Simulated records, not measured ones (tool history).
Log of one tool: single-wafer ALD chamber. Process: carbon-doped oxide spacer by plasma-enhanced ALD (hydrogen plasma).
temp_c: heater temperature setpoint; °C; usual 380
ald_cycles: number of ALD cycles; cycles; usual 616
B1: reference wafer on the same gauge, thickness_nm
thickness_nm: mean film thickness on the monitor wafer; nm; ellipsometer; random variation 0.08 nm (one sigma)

{"run": 1, "hour": 0.0, "temp_c": 380, "ald_cycles": 522, "B1": 35.7, "thickness_nm": 27.581}
{"run": 2, "hour": 14.2, "temp_c": 380, "ald_cycles": 522, "B1": 35.734, "thickness_nm": 27.667}
{"run": 3, "hour": 21.6, "temp_c": 380, "ald_cycles": 522, "B1": 35.744, "thickness_nm": 27.607}
{"run": 4, "hour": 32.6, "temp_c": 380, "ald_cycles": 616, "B1": 35.768, "thickness_nm": 32.564}
{"run": 5, "hour": 40.3, "temp_c": 380, "ald_cycles": 616, "B1": 35.803, "thickness_nm": 32.52}
{"run": 6, "hour": 90.1, "temp_c": 380, "ald_cycles": 616, "B1": 35.922, "thickness_nm": 32.775}
{"run": 7, "hour": 107.7, "temp_c": 380, "ald_cycles": 616, "B1": 35.955, "thickness_nm": 32.896}
{"run": 8, "hour": 122.7, "temp_c": 380, "ald_cycles": 616, "B1": 36.006, "thickness_nm": 32.893}
{"run": 9, "hour": 131.4, "temp_c": 380, "ald_cycles": 616, "B1": 36.014, "thickness_nm": 32.985}
{"run": 10, "hour": 141.4, "temp_c": 380, "ald_cycles": 616, "B1": 36.055, "thickness_nm": 32.926}
{"run": 11, "hour": 158.0, "temp_c": 380, "ald_cycles": 616, "B1": 36.081, "thickness_nm": 33.003}
{"run": 12, "hour": 166.1, "temp_c": 385, "ald_cycles": 590, "B1": 36.139, "thickness_nm": 31.547}
{"run": 13, "hour": 183.3, "temp_c": 385, "ald_cycles": 590, "B1": 36.178, "thickness_nm": 31.607}
{"hour": 196.9, "done": "gauge calibrated"}
{"run": 14, "hour": 199.9, "temp_c": 380, "ald_cycles": 649, "B1": 35.097, "thickness_nm": 33.818}
{"run": 15, "hour": 229.3, "temp_c": 380, "ald_cycles": 649, "B1": 35.12, "thickness_nm": 33.797}
{"run": 16, "hour": 237.3, "temp_c": 380, "ald_cycles": 654, "B1": 35.125, "thickness_nm": 34.001}
{"run": 17, "hour": 252.2, "temp_c": 380, "ald_cycles": 654, "B1": 35.119, "thickness_nm": 34.126}
{"hour": 273.5, "done": "thermocouple changed; heater temperature recalibrated"}
{"run": 18, "hour": 274.0, "temp_c": 380, "ald_cycles": 654, "B1": 35.122, "thickness_nm": 34.12}
{"run": 19, "hour": 284.3, "temp_c": 380, "ald_cycles": 616, "B1": 35.105, "thickness_nm": 32.071}
{"run": 20, "hour": 299.3, "temp_c": 385, "ald_cycles": 676, "B1": 35.13, "thickness_nm": 35.174}
{"run": 21, "hour": 307.3, "temp_c": 373, "ald_cycles": 665, "B1": 35.153, "thickness_nm": 34.683}
{"run": 22, "hour": 317.5, "temp_c": 368, "ald_cycles": 702, "B1": 35.145, "thickness_nm": 36.357}
{"run": 23, "hour": 325.7, "temp_c": 380, "ald_cycles": 547, "B1": 35.161, "thickness_nm": 28.667}
{"run": 24, "hour": 332.6, "temp_c": 380, "ald_cycles": 720, "B1": 35.14, "thickness_nm": 37.358}
{"run": 25, "hour": 345.9, "temp_c": 370, "ald_cycles": 516, "B1": 35.202, "thickness_nm": 26.836}
{"run": 26, "hour": 356.7, "temp_c": 394, "ald_cycles": 739, "B1": 35.178, "thickness_nm": 38.413}
{"run": 27, "hour": 366.5, "temp_c": 393, "ald_cycles": 670, "B1": 35.19, "thickness_nm": 34.9}
{"run": 28, "hour": 379.5, "temp_c": 365, "ald_cycles": 723, "B1": 35.199, "thickness_nm": 37.796}
{"run": 29, "hour": 394.7, "temp_c": 380, "ald_cycles": 616, "B1": 35.22, "thickness_nm": 32.172}
{"run": 30, "hour": 409.5, "temp_c": 387, "ald_cycles": 678, "B1": 35.222, "thickness_nm": 35.425}
{"run": 31, "hour": 422.2, "temp_c": 389, "ald_cycles": 528, "B1": 35.27, "thickness_nm": 27.554}
{"run": 32, "hour": 454.3, "temp_c": 387, "ald_cycles": 510, "B1": 35.301, "thickness_nm": 26.722}
{"run": 33, "hour": 461.4, "temp_c": 380, "ald_cycles": 497, "B1": 35.286, "thickness_nm": 26.009}
{"run": 34, "hour": 478.6, "temp_c": 380, "ald_cycles": 616, "B1": 35.319, "thickness_nm": 32.261}
{"run": 35, "hour": 494.3, "temp_c": 367, "ald_cycles": 559, "B1": 35.377, "thickness_nm": 29.258}
{"run": 36, "hour": 540.1, "temp_c": 367, "ald_cycles": 507, "B1": 35.441, "thickness_nm": 26.688}
{"run": 37, "hour": 556.4, "temp_c": 380, "ald_cycles": 616, "B1": 35.46, "thickness_nm": 32.356}
{"run": 38, "hour": 564.8, "temp_c": 380, "ald_cycles": 559, "B1": 35.502, "thickness_nm": 29.353}

Some steps in thickness_nm between neighbouring runs. How much of each would the tool show without its hidden state too (settings, what came in, random variation), and how much is left for the hidden state, with any gauge scatter that isn't in both results?
The hidden state here: wafer temperature above the value expected at the setpoint (K); gauge reads high (%).
Run 3 -> 4: ald_cycles 522 -> 616. thickness_nm +4.957 nm: hidden state +0.098, all else +4.859.
Run 5 -> 6: no setting changed, nothing entered. thickness_nm +0.255 nm: hidden state +0.114, all else +0.141.
Run 13 -> 14: temp_c 385 -> 380, ald_cycles 590 -> 649, gauge calibrated. thickness_nm +2.211 nm: hidden state -0.941, all else +3.152.
Run 23 -> 24: ald_cycles 547 -> 720. thickness_nm +8.691 nm: hidden state -0.005, all else +8.696.
Run 24 -> 25: temp_c 380 -> 370, ald_cycles 720 -> 516. thickness_nm -10.522 nm: hidden state +0.019, all else -10.541.
Run 25 -> 26: temp_c 370 -> 394, ald_cycles 516 -> 739. thickness_nm +11.577 nm: hidden state +0.001, all else +11.576.

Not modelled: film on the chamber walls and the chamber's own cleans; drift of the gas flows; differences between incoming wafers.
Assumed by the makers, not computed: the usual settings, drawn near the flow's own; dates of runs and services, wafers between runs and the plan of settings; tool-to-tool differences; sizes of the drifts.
